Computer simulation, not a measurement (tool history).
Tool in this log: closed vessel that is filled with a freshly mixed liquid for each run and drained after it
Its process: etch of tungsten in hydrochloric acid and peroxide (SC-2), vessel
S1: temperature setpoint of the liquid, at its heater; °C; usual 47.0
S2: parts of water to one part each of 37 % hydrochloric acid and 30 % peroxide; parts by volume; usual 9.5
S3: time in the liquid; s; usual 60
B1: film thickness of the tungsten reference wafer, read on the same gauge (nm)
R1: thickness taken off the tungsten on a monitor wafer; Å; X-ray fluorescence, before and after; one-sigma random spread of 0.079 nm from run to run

| run | day | S1 | S2 | S3 | B1 | R1 |
|---|---|---|---|---|---|---|
| 1 | 0.000 | 47.0 | 9.5 | 60 | 70.01 | 181.4 |
| 2 | 0.696 | 47.0 | 9.5 | 60 | 70.02 | 181.2 |
| 3 | 1.338 | 47.0 | 9.5 | 45 | 70.00 | 134.6 |
| 4 | 2.221 | 47.0 | 9.5 | 45 | 69.98 | 135.8 |
| 5 | 2.888 | 47.0 | 9.5 | 45 | 69.98 | 133.4 |
| 6 | 3.667 | 47.0 | 12.5 | 60 | 70.00 | 142.1 |
| 7 | 4.208 | 47.0 | 12.5 | 60 | 70.00 | 141.8 |
| 8 | 5.021 | 47.0 | 12.5 | 60 | 69.98 | 142.7 |
| 9 | 6.000 | 55.0 | 9.5 | 85 | 70.01 | 433.8 |
| 10 | 6.667 | 47.0 | 9.5 | 60 | 69.98 | 178.8 |
| 11 | 8.088 | 47.0 | 9.5 | 60 | 70.00 | 177.3 |
| 12 | 9.150 | 47.0 | 9.5 | 60 | 70.01 | 178.5 |
| 13 | 10.279 | 47.0 | 9.5 | 70 | 70.02 | 208.6 |
| 14 | 11.533 | 47.0 | 9.5 | 45 | 69.99 | 133.8 |
| 15 | 12.792 | 56.0 | 6.0 | 35 | 69.97 | 271.0 |
| 16 | 14.088 | 47.0 | 14.0 | 60 | 69.98 | 127.2 |
| 17 | 15.550 | 47.0 | 13.5 | 60 | 70.03 | 131.0 |
|  | 16.288 | chemicals flow meter replaced |
| 18 | 18.958 | 47.0 | 7.5 | 85 | 70.01 | 302.9 |
|  | 19.229 | new drum of peroxide connected |
| 19 | 19.917 | 38.0 | 5.5 | 50 | 69.99 | 115.3 |
| 20 | 20.571 | 47.0 | 9.5 | 60 | 69.99 | 169.3 |
| 21 | 21.412 | 47.0 | 9.5 | 60 | 70.02 | 170.1 |
|  | 21.871 | gauge calibrated |
|  | 22.104 | thermometer replaced |
| 22 | 22.892 | 42.5 | 14.0 | 50 | 70.01 | 74.0 |
|  | 23.608 | new drum of peroxide connected, repeated, since the last time left the tool worse |
| 23 | 23.629 | 54.0 | 7.5 | 30 | 70.01 | 180.6 |
| 24 | 24.533 | 49.5 | 5.5 | 30 | 69.99 | 168.7 |
| 25 | 25.983 | 47.0 | 9.5 | 60 | 70.01 | 185.9 |
| 26 | 27.338 | 47.0 | 9.5 | 60 | 70.00 | 186.8 |
| 27 | 28.462 | 42.5 | 5.5 | 60 | 70.00 | 210.4 |
| 28 | 29.921 | 47.0 | 13.5 | 60 | 69.99 | 138.2 |
| 29 | 30.962 | 47.0 | 9.5 | 60 | 69.99 | 185.6 |

Consider 5 possible next runs. They are alternatives, not a sequence: every one starts from the tool as it was left by run 29. What does each give?
| A | 30.992 | 47.0 | 9.5 | 60 | ? | ? |
| B | 30.992 | 47.0 | 9.5 | 75 | ? | ? |
| C | 30.992 | 56.5 | 9.5 | 40 | ? | ? |
| D | 30.992 | 47.0 | 12.5 | 50 | ? | ? |
| E | 30.992 | 56.5 | 6.0 | 75 | ? | ? |

| run | B1 | R1 |
|---|---|---|
| A | 70.01 | 185.4 |
| B | 70.01 | 231.7 |
| C | 70.01 | 231.3 |
| D | 70.01 | 122.5 |
| E | 70.01 | 623.6 |
Without the tool's hidden state the same runs would have given:
| run | R1 |
|---|---|
| A | 186.9 |
| B | 233.7 |
| C | 233.2 |
| D | 123.5 |
| E | 628.6 |

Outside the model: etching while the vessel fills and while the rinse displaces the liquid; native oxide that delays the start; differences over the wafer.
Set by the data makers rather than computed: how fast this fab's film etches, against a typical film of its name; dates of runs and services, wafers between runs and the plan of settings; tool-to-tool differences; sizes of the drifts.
